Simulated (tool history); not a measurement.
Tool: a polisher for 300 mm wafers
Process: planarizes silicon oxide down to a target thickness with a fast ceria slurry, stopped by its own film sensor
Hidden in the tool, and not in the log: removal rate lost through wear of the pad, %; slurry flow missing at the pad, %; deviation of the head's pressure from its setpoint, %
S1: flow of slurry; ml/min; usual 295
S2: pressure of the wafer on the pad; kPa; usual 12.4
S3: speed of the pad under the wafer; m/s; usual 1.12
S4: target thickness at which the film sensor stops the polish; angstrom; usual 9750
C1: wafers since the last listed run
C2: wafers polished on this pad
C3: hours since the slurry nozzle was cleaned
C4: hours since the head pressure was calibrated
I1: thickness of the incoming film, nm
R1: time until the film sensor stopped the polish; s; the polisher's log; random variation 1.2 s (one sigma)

run,hour,S1,S2,S3,S4,C1,C2,C3,C4,I1,R1
1,0.0,295,12.4,1.12,9750,0,796,65.3,792.2,1838.8,101.3
# hour 7.1: worn pad replaced by a new one
2,11.9,295,12.4,0.80,9750,89,54,77.2,804.1,1801.4,116.8
3,25.8,295,12.4,0.80,9750,157,212,91.1,818.0,1810.1,123.2
4,42.2,295,12.4,0.80,9750,185,398,107.5,834.4,1784.2,121.5
5,49.6,295,12.4,1.12,9750,83,482,114.9,841.8,1802.8,88.4
6,55.6,295,12.4,1.12,9750,68,550,120.9,847.8,1806.2,90.3
7,72.1,295,12.4,1.12,9750,187,737,137.4,864.3,1829.7,97.1
# hour 77.7: worn pad replaced by a new one
8,78.7,295,12.4,1.12,11880,29,11,144.0,870.9,1796.5,63.4
9,95.4,295,12.4,1.12,11880,189,200,160.7,887.6,1811.6,66.1
10,108.4,295,12.4,1.12,11880,147,348,173.7,900.6,1775.2,62.9
11,114.8,295,12.4,1.12,9750,72,420,180.1,907.0,1808.3,90.2
12,125.4,295,12.4,1.12,9750,120,540,190.7,917.6,1808.2,91.2
13,140.6,295,12.4,1.12,9750,172,713,205.9,932.8,1797.5,93.5
14,151.0,295,12.4,1.12,9750,117,831,216.3,943.2,1808.0,96.3
# hour 165.2: worn pad replaced by a new one
15,165.7,295,13.8,1.48,9750,121,5,231.0,957.9,1777.4,58.2
16,169.5,295,12.4,1.12,9750,43,48,234.8,961.7,1815.9,88.3
# hour 182.4: slurry nozzle cleaned
17,183.9,295,9.0,1.42,9750,151,200,1.5,976.1,1810.1,92.8
18,198.4,295,9.0,1.46,9750,164,364,16.0,990.6,1811.2,93.0
19,208.4,295,11.0,1.12,9750,113,478,26.0,1000.6,1797.8,102.1
20,222.1,345,12.4,1.34,12370,155,633,39.7,1014.3,1823.2,55.0
21,239.4,295,12.4,1.12,9750,196,829,57.0,1031.6,1798.5,97.0
# hour 242.8: head pressure recalibrated
# hour 250.4: worn pad replaced by a new one
22,253.4,295,12.4,1.12,9750,90,34,71.0,10.6,1786.7,83.7
23,268.9,295,12.4,1.12,11270,175,210,86.5,26.1,1786.1,71.0
24,284.1,200,14.5,0.88,9750,172,382,101.7,41.3,1797.9,101.1
25,299.9,340,13.8,0.78,7600,179,561,117.5,57.1,1796.3,148.7
26,313.8,295,12.4,1.34,9750,157,719,131.4,71.0,1834.3,82.5
# hour 328.0: worn pad replaced by a new one
27,328.5,355,12.4,1.12,9750,121,5,146.1,85.7,1831.1,86.1

What the log doesn't show, run by run:
slurry flow missing at the pad, %: 0 in every run
deviation of the head's pressure from its setpoint, %: 0 in every run
H1: removal rate lost through wear of the pad, %
run,H1
1,10
2,0.139
3,0.764
4,2.45
5,3.55
6,4.59
7,8.16
8,0.83
9,1.43
10,2.63
11,3.45
12,5.17
13,8.38
14,11.1
15,0.951
16,0.985
17,1.62
18,3.05
19,4.51
20,7.12
21,11.4
22,0.601
23,1.24
24,2.75
25,5.26
26,8.26
27,0.16
